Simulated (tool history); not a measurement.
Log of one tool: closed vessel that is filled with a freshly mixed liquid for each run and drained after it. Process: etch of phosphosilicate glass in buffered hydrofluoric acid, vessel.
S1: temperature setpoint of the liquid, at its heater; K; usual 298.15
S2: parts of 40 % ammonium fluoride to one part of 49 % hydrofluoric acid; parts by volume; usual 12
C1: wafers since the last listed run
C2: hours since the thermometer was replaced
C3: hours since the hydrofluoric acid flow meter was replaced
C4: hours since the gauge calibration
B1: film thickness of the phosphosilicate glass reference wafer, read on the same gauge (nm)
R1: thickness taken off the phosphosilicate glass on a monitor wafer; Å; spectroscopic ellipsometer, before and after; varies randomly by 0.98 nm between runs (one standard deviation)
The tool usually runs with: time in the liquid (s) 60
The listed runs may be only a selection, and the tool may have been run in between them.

{"run": 1, "day": 0.0, "S1": 298.15, "S2": 9, "time in the liquid (s)": 60, "C1": 0, "C2": 2059.5, "C3": 501.3, "C4": 104.9, "B1": 90.03, "R1": 3727.1}
{"run": 2, "day": 1.054, "S1": 298.15, "S2": 9, "time in the liquid (s)": 60, "C1": 2056, "C2": 2084.8, "C3": 526.6, "C4": 130.2, "B1": 90, "R1": 3753.4}
{"run": 3, "day": 2.538, "S1": 298.15, "S2": 12, "time in the liquid (s)": 45, "C1": 2893, "C2": 2120.4, "C3": 562.2, "C4": 165.8, "B1": 90, "R1": 2180.8}
{"day": 4.392, "done": "thermometer replaced"}
{"run": 4, "day": 4.962, "S1": 299.15, "S2": 12, "time in the liquid (s)": 60, "C1": 4648, "C2": 13.7, "C3": 620.4, "C4": 224, "B1": 90.01, "R1": 3106.3}
{"run": 5, "day": 5.742, "S1": 299.15, "S2": 12, "time in the liquid (s)": 60, "C1": 1519, "C2": 32.4, "C3": 639.1, "C4": 242.7, "B1": 89.95, "R1": 3107.9}
{"run": 6, "day": 6.883, "S1": 299.15, "S2": 12, "time in the liquid (s)": 60, "C1": 2226, "C2": 59.8, "C3": 666.5, "C4": 270.1, "B1": 90.02, "R1": 3092.6}
{"run": 7, "day": 8.021, "S1": 298.15, "S2": 12, "time in the liquid (s)": 60, "C1": 2218, "C2": 87.1, "C3": 693.8, "C4": 297.4, "B1": 90.04, "R1": 2967.8}
{"day": 10.383, "done": "hydrofluoric acid flow meter replaced"}
{"run": 8, "day": 10.404, "S1": 298.15, "S2": 12, "time in the liquid (s)": 45, "C1": 4567, "C2": 144.3, "C3": 0.5, "C4": 354.6, "B1": 90.03, "R1": 2067.5}
{"day": 10.912, "done": "gauge calibrated"}
{"run": 9, "day": 10.925, "S1": 293.65, "S2": 12, "time in the liquid (s)": 30, "C1": 1015, "C2": 156.8, "C3": 13, "C4": 0.3, "B1": 89.98, "R1": 1066.4}
{"run": 10, "day": 11.479, "S1": 298.15, "S2": 12, "time in the liquid (s)": 75, "C1": 1080, "C2": 170.1, "C3": 26.3, "C4": 13.6, "B1": 90.01, "R1": 3449.4}
{"run": 11, "day": 12.154, "S1": 298.15, "S2": 12, "time in the liquid (s)": 45, "C1": 1316, "C2": 186.3, "C3": 42.5, "C4": 29.8, "B1": 89.99, "R1": 2069.5}
{"run": 12, "day": 12.671, "S1": 295.15, "S2": 10.5, "time in the liquid (s)": 75, "C1": 1007, "C2": 198.7, "C3": 54.9, "C4": 42.2, "B1": 90.01, "R1": 3319.8}
{"run": 13, "day": 13.425, "S1": 296.65, "S2": 7, "time in the liquid (s)": 60, "C1": 1470, "C2": 216.8, "C3": 73, "C4": 60.3, "B1": 89.98, "R1": 4251.4}
{"run": 14, "day": 14.304, "S1": 295.15, "S2": 16.5, "time in the liquid (s)": 50, "C1": 1714, "C2": 237.9, "C3": 94.1, "C4": 81.4, "B1": 89.99, "R1": 1439.7}

What if the next run were any one of these 3? Each begins from the tool's condition after run 14:
{"run": "A", "day": 14.333, "S1": 298.15, "S2": 12, "time in the liquid (s)": 60, "C1": 56, "C2": 238.6, "C3": 94.8, "C4": 82.1, "B1": "?", "R1": "?"}
{"run": "B", "day": 14.333, "S1": 298.15, "S2": 9.5, "time in the liquid (s)": 60, "C1": 56, "C2": 238.6, "C3": 94.8, "C4": 82.1, "B1": "?", "R1": "?"}
{"run": "C", "day": 14.333, "S1": 301.65, "S2": 12, "time in the liquid (s)": 60, "C1": 56, "C2": 238.6, "C3": 94.8, "C4": 82.1, "B1": "?", "R1": "?"}

run=A B1=89.98 R1=2766
run=B B1=89.98 R1=3396.9
run=C B1=89.98 R1=3336.7
The same runs, with their run-to-run variation unchanged, on a tool lacking any hidden condition would have given:
run=A R1=2731.1
run=B R1=3369.2
run=C R1=3294.6
